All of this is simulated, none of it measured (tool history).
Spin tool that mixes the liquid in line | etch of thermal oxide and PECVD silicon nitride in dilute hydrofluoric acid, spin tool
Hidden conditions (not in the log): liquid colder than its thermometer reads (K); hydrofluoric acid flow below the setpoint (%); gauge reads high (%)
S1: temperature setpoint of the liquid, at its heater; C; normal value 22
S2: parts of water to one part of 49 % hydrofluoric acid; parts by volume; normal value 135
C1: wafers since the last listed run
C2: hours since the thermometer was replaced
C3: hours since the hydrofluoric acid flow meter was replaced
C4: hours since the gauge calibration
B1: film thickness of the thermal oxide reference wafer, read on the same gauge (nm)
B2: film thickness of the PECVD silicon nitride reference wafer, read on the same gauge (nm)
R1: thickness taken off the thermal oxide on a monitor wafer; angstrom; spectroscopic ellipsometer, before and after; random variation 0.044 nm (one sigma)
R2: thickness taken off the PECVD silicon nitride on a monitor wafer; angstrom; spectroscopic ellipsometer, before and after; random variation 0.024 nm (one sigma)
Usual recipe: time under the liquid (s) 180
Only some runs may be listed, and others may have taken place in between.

run 1 day=0.000 | S1=22 S2=115 time_under_the_liquid_(s)=245 | C1=0 C2=384.7 C3=1299.2 C4=521.6 | B1=139.98 B2=30.009 | R1=84.9 R2=30.87
run 2 day=2.758 | S1=22 S2=115 time_under_the_liquid_(s)=245 | C1=328 C2=450.9 C3=1365.4 C4=587.8 | B1=140.02 B2=29.983 | R1=85.6 R2=29.74
run 3 day=5.138 | S1=23 S2=135 time_under_the_liquid_(s)=225 | C1=283 C2=508.0 C3=1422.5 C4=644.9 | B1=140.04 B2=29.975 | R1=66.7 R2=24.92
run 4 day=8.554 | S1=22 S2=135 time_under_the_liquid_(s)=230 | C1=406 C2=590.0 C3=1504.5 C4=726.9 | B1=140.03 B2=30.003 | R1=67.4 R2=24.10
run 5 day=10.654 | S1=22 S2=135 time_under_the_liquid_(s)=230 | C1=249 C2=640.4 C3=1554.9 C4=777.3 | B1=139.99 B2=29.982 | R1=66.4 R2=23.92
run 6 day=14.825 | S1=22 S2=135 time_under_the_liquid_(s)=230 | C1=496 C2=740.5 C3=1655.0 C4=877.4 | B1=140.02 B2=29.990 | R1=65.9 R2=24.03
run 7 day=16.904 | S1=22 S2=135 time_under_the_liquid_(s)=180 | C1=247 C2=790.4 C3=1704.9 C4=927.3 | B1=140.00 B2=30.003 | R1=51.8 R2=18.87
run 8 day=21.021 | S1=22 S2=135 time_under_the_liquid_(s)=180 | C1=490 C2=889.2 C3=1803.7 C4=1026.1 | B1=140.00 B2=30.036 | R1=51.2 R2=18.73
run 9 day=24.229 | S1=22 S2=135 time_under_the_liquid_(s)=180 | C1=381 C2=966.2 C3=1880.7 C4=1103.1 | B1=140.01 B2=30.004 | R1=51.2 R2=18.00
run 10 day=26.529 | S1=22 S2=135 time_under_the_liquid_(s)=105 | C1=273 C2=1021.4 C3=1935.9 C4=1158.3 | B1=140.00 B2=29.989 | R1=29.8 R2=10.52
run 11 day=28.738 | S1=19 S2=135 time_under_the_liquid_(s)=180 | C1=262 C2=1074.4 C3=1988.9 C4=1211.3 | B1=140.01 B2=29.991 | R1=45.2 R2=14.97
run 12 day=30.296 | S1=22 S2=135 time_under_the_liquid_(s)=180 | C1=185 C2=1111.8 C3=2026.3 C4=1248.7 | B1=140.04 B2=30.032 | R1=51.1 R2=17.79
-- day=33.325 hydrofluoric acid flow meter replaced
run 13 day=33.625 | S1=22 S2=135 time_under_the_liquid_(s)=100 | C1=391 C2=1191.7 C3=7.2 C4=1328.6 | B1=140.03 B2=29.967 | R1=28.0 R2=10.32
run 14 day=36.500 | S1=22 S2=135 time_under_the_liquid_(s)=275 | C1=342 C2=1260.7 C3=76.2 C4=1397.6 | B1=139.96 B2=30.022 | R1=77.3 R2=27.65
-- day=37.250 thermometer replaced
run 15 day=40.454 | S1=27 S2=165 time_under_the_liquid_(s)=100 | C1=465 C2=76.9 C3=171.1 C4=1492.5 | B1=140.00 B2=30.018 | R1=27.9 R2=12.30
run 16 day=42.708 | S1=22 S2=115 time_under_the_liquid_(s)=245 | C1=268 C2=131.0 C3=225.2 C4=1546.6 | B1=140.00 B2=30.005 | R1=85.4 R2=30.02
run 17 day=44.862 | S1=26 S2=75 time_under_the_liquid_(s)=120 | C1=256 C2=182.7 C3=276.9 C4=1598.3 | B1=139.98 B2=29.992 | R1=79.3 R2=29.90
run 18 day=46.383 | S1=24 S2=75 time_under_the_liquid_(s)=260 | C1=181 C2=219.2 C3=313.4 C4=1634.8 | B1=140.02 B2=30.005 | R1=158.8 R2=55.29
-- day=47.683 gauge calibrated
run 19 day=59.321 | S1=26 S2=65 time_under_the_liquid_(s)=215 | C1=1539 C2=529.7 C3=623.9 C4=279.3 | B1=140.03 B2=30.010 | R1=162.5 R2=60.30
run 20 day=61.542 | S1=22 S2=135 time_under_the_liquid_(s)=180 | C1=264 C2=583.0 C3=677.2 C4=332.6 | B1=140.00 B2=30.002 | R1=52.0 R2=18.48
run 21 day=64.904 | S1=22 S2=135 time_under_the_liquid_(s)=180 | C1=400 C2=663.7 C3=757.9 C4=413.3 | B1=139.99 B2=30.009 | R1=52.2 R2=18.83

Entry by entry between the runs, the difference in hidden state between the last listed run before and the first listed run after:
After run 12, before run 13: hydrofluoric acid flow meter replaced (day 33.325)
  liquid colder than its thermometer reads (K): 0.997 -> 1.06
  measured minus no-state result, R1: -2.1 -> -1.2 angstrom; R2: -1.22 -> -0.75 angstrom
After run 14, before run 15: thermometer replaced (day 37.250)
  liquid colder than its thermometer reads (K): 1.11 -> 0.152
  measured minus no-state result, R1: -3.5 -> -0.1 angstrom; R2: -2.11 -> -0.11 angstrom
After run 18, before run 19: gauge calibrated (day 47.683)
  liquid colder than its thermometer reads (K): 0.265 -> 0.511
  measured minus no-state result, R1: -1.8 -> -3.4 angstrom; R2: -1.01 -> -2.07 angstrom
